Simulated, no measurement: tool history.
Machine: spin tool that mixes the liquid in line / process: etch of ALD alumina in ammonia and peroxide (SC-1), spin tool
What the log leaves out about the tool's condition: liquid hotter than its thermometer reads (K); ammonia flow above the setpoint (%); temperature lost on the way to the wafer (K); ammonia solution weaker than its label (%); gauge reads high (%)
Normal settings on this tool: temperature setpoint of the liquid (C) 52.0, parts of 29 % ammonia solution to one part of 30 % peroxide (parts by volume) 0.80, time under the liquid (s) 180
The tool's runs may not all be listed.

run   hour  temperature setpoint of the liquid (C)  parts of 29 % ammonia solution to one part of 30 % peroxide (parts by volume)  time under the liquid (s)  wafers since the last listed run  hours since the thermometer was replaced  hours since the ammonia flow meter was replaced  hours since the heated supply line was repaired  hours since the drum of ammonia solution was connected  hours since the gauge calibration  read-back film thickness of the ALD alumina reference wafer, read on the same gauge (nm)  thickness taken off the ALD alumina on a monitor wafer (angstrom)
  1    0.0                                    52.0                                                                           0.80                        180                                 0                                    2070.0                                           2142.2                                           2679.1                                                   879.3                              298.1                                                                                    140.00                                                              108.9
  2   50.7                                    52.0                                                                           0.80                        180                               286                                    2120.7                                           2192.9                                           2729.8                                                   930.0                              348.8                                                                                    139.98                                                              108.5
  3  109.7                                    52.0                                                                           0.80                        150                               332                                    2179.7                                           2251.9                                           2788.8                                                   989.0                              407.8                                                                                    139.99                                                               90.6
  4  154.8                                    52.0                                                                           1.20                        180                               254                                    2224.8                                           2297.0                                           2833.9                                                  1034.1                              452.9                                                                                    140.00                                                              112.8
  5  202.4                                    52.0                                                                           0.95                        285                               268                                    2272.4                                           2344.6                                           2881.5                                                  1081.7                              500.5                                                                                    139.99                                                              175.7
     230.9  -- ammonia flow meter replaced
  6  234.2                                    45.5                                                                           1.05                        180                               173                                    2304.2                                              3.3                                           2913.3                                                  1113.5                              532.3                                                                                    139.99                                                               77.6
     270.8  -- thermometer replaced
  7  282.3                                    52.0                                                                           0.80                        140                               265                                      11.5                                             51.4                                           2961.4                                                  1161.6                              580.4                                                                                    139.98                                                               81.5
  8  317.1                                    52.0                                                                           0.55                        180                               196                                      46.3                                             86.2                                           2996.2                                                  1196.4                              615.2                                                                                    140.01                                                              101.1
     321.5  -- new drum of ammonia solution connected
  9  357.6                                    52.0                                                                           0.80                        180                               222                                      86.8                                            126.7                                           3036.7                                                    36.1                              655.7                                                                                    140.01                                                              106.5
 10  389.6                                    60.5                                                                           0.50                        130                               180                                     118.8                                            158.7                                           3068.7                                                    68.1                              687.7                                                                                    139.98                                                              115.9
 11  424.7                                    62.0                                                                           0.55                         95                               198                                     153.9                                            193.8                                           3103.8                                                   103.2                              722.8                                                                                    140.00                                                               91.5
 12  492.9                                    52.0                                                                           0.80                        180                               384                                     222.1                                            262.0                                           3172.0                                                   171.4                              791.0                                                                                    140.00                                                              106.6

Run 13 has not been measured yet. What should we expect?
 13  553.8                                    52.0                                                                           0.65                        180                               343                                     283.0                                            322.9                                           3232.9                                                   232.3                              851.9                                                                                         ?                                                                  ?

read-back film thickness of the ALD alumina reference wafer, read on the same gauge (nm): 140.02
thickness taken off the ALD alumina on a monitor wafer (angstrom): 104.4
The same run, on a tool lacking any hidden state, would have yielded thickness taken off the ALD alumina on a monitor wafer (angstrom) 104.2.
